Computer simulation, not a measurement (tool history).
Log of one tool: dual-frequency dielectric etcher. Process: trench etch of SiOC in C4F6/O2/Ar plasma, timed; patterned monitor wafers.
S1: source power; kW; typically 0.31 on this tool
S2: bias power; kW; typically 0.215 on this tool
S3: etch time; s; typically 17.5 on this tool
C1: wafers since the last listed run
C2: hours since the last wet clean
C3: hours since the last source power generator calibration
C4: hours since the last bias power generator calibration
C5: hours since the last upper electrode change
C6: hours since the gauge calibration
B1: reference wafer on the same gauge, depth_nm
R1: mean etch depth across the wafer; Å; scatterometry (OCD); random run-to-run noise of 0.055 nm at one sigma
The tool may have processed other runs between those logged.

run,hour,S1,S2,S3,C1,C2,C3,C4,C5,C6,B1,R1
1,0,0.31,0.215,17.5,0,200.9,4519.2,1459.5,2925.2,375.1,43.09,358.1
2,31.9,0.31,0.215,17.5,698,232.8,4551.1,1491.4,2957.1,407,43.1,357
3,53.4,0.31,0.215,17.5,471,254.3,4572.6,1512.9,2978.6,428.5,43.07,356.8
4,88.6,0.31,0.215,17.5,771,289.5,4607.8,1548.1,3013.8,463.7,43.1,357.4
5,121.2,0.37,0.215,17.5,714,322.1,4640.4,1580.7,3046.4,496.3,43.11,380.4
# hour 150.4: bias power generator calibrated
# hour 163.7: wet clean of the chamber
6,164.2,0.37,0.215,17.5,562,0.5,4683.4,13.8,3089.4,539.3,43.1,389.6
7,173.6,0.31,0.215,17.5,205,9.9,4692.8,23.2,3098.8,548.7,43.1,365.3
# hour 180.8: gauge calibrated
# hour 209.5: source power generator calibrated
8,210,0.31,0.215,17.5,709,46.3,0.5,59.6,3135.2,29.2,43.1,365.1
9,227.1,0.39,0.199,17.5,374,63.4,17.6,76.7,3152.3,46.3,43.09,383.8
10,251.8,0.23,0.244,21,541,88.1,42.3,101.4,3177,71,43.1,414.7
# hour 283.6: upper electrode replaced
11,284.1,0.31,0.18,17.5,181,120.4,74.6,133.7,0.5,103.3,43.08,338.9
12,297.4,0.34,0.215,16,291,133.7,87.9,147,13.8,116.6,43.09,345
13,323.4,0.31,0.215,21,569,159.7,113.9,173,39.8,142.6,43.11,437.4
14,409.8,0.31,0.193,19.5,1893,246.1,200.3,259.4,126.2,229,43.09,388.1
15,440.9,0.31,0.215,17.5,681,277.2,231.4,290.5,157.3,260.1,43.1,362.7
16,461.9,0.37,0.215,20,460,298.2,252.4,311.5,178.3,281.1,43.1,440.8

Here are 5 independent what-if runs from the current tool condition. What would each one return?
A,462.3,0.31,0.215,17.5,8,298.6,252.8,311.9,178.7,281.5,?,?
B,462.3,0.31,0.215,22.5,8,298.6,252.8,311.9,178.7,281.5,?,?
C,462.3,0.31,0.261,17.5,8,298.6,252.8,311.9,178.7,281.5,?,?
D,462.3,0.31,0.256,17.5,8,298.6,252.8,311.9,178.7,281.5,?,?
E,462.3,0.24,0.25,14,8,298.6,252.8,311.9,178.7,281.5,?,?

run,B1,R1
A,43.08,362.4
B,43.08,465.9
C,43.08,391.9
D,43.08,388.8
E,43.08,281.1
Take away the tool's hidden state, keep each run's random variation, and the runs would have read:
run,R1
A,365.6
B,470.1
C,395.4
D,392.3
E,283.7
